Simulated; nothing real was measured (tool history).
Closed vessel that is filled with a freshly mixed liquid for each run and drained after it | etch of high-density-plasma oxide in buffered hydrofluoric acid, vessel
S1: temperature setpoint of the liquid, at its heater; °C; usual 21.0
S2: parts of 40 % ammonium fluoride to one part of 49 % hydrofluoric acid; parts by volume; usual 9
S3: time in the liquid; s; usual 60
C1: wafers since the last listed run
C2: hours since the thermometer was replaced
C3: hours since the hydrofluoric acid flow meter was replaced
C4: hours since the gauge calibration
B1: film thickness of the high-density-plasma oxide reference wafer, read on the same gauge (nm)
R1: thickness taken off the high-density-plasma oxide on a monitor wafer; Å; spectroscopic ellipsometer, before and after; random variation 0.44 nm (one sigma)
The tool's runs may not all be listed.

{"run": 1, "day": 0.0, "S1": 18.5, "S2": 9, "S3": 60, "C1": 0, "C2": 725.6, "C3": 477.7, "C4": 917.0, "B1": 143.16, "R1": 571.7}
{"day": 1.108, "done": "thermometer replaced"}
{"run": 2, "day": 3.238, "S1": 21.0, "S2": 9, "S3": 60, "C1": 10202, "C2": 51.1, "C3": 555.4, "C4": 994.7, "B1": 143.37, "R1": 670.7}
{"run": 3, "day": 4.846, "S1": 21.0, "S2": 9, "S3": 60, "C1": 5134, "C2": 89.7, "C3": 594.0, "C4": 1033.3, "B1": 143.49, "R1": 668.2}
{"run": 4, "day": 7.071, "S1": 17.5, "S2": 9, "S3": 60, "C1": 7103, "C2": 143.1, "C3": 647.4, "C4": 1086.7, "B1": 143.64, "R1": 548.2}
{"run": 5, "day": 11.5, "S1": 17.5, "S2": 9, "S3": 60, "C1": 14140, "C2": 249.4, "C3": 753.7, "C4": 1193.0, "B1": 144.06, "R1": 554.1}
{"run": 6, "day": 15.654, "S1": 17.5, "S2": 9, "S3": 60, "C1": 13262, "C2": 349.1, "C3": 853.4, "C4": 1292.7, "B1": 144.36, "R1": 559.0}
{"day": 17.329, "done": "hydrofluoric acid flow meter replaced"}
{"run": 7, "day": 19.338, "S1": 21.0, "S2": 9, "S3": 60, "C1": 11626, "C2": 437.5, "C3": 48.2, "C4": 1381.1, "B1": 144.63, "R1": 676.2}
{"run": 8, "day": 21.583, "S1": 21.0, "S2": 9, "S3": 60, "C1": 7169, "C2": 491.4, "C3": 102.1, "C4": 1435.0, "B1": 144.8, "R1": 680.4}
{"run": 9, "day": 25.212, "S1": 21.0, "S2": 9, "S3": 60, "C1": 11586, "C2": 578.5, "C3": 189.2, "C4": 1522.1, "B1": 145.1, "R1": 684.4}
{"run": 10, "day": 29.425, "S1": 21.0, "S2": 9, "S3": 80, "C1": 13448, "C2": 679.6, "C3": 290.3, "C4": 1623.2, "B1": 145.45, "R1": 906.8}
{"day": 32.192, "done": "thermometer replaced"}
{"run": 11, "day": 32.292, "S1": 21.0, "S2": 9, "S3": 80, "C1": 9018, "C2": 2.4, "C3": 359.1, "C4": 1692.0, "B1": 145.59, "R1": 913.2}
{"run": 12, "day": 34.517, "S1": 21.0, "S2": 9, "S3": 60, "C1": 7103, "C2": 55.8, "C3": 412.5, "C4": 1745.4, "B1": 145.83, "R1": 673.2}
{"run": 13, "day": 36.612, "S1": 21.0, "S2": 9, "S3": 60, "C1": 6691, "C2": 106.1, "C3": 462.8, "C4": 1795.7, "B1": 145.95, "R1": 673.3}
{"run": 14, "day": 40.642, "S1": 21.0, "S2": 9, "S3": 60, "C1": 12863, "C2": 202.8, "C3": 559.5, "C4": 1892.4, "B1": 146.27, "R1": 686.6}
{"run": 15, "day": 43.992, "S1": 21.0, "S2": 9, "S3": 60, "C1": 10695, "C2": 283.2, "C3": 639.9, "C4": 1972.8, "B1": 146.49, "R1": 687.8}
{"run": 16, "day": 48.229, "S1": 19.5, "S2": 6, "S3": 45, "C1": 13528, "C2": 384.9, "C3": 741.6, "C4": 2074.5, "B1": 146.89, "R1": 705.0}
{"day": 48.762, "done": "hydrofluoric acid flow meter replaced"}
{"run": 17, "day": 50.712, "S1": 25.5, "S2": 9, "S3": 60, "C1": 7795, "C2": 444.5, "C3": 46.8, "C4": 2134.1, "B1": 147.04, "R1": 880.0}
{"run": 18, "day": 54.292, "S1": 17.0, "S2": 9, "S3": 60, "C1": 11426, "C2": 530.4, "C3": 132.7, "C4": 2220.0, "B1": 147.37, "R1": 550.8}

Run 19 is up next; what results do you expect?
{"run": 19, "day": 56.204, "S1": 21.0, "S2": 9, "S3": 60, "C1": 6105, "C2": 576.3, "C3": 178.6, "C4": 2265.9, "B1": "?", "R1": "?"}

B1: 147.48
R1: 692.3 Å
On a tool with no hidden condition, and with the same random variation, this run would have come out at R1 657.2 Å.
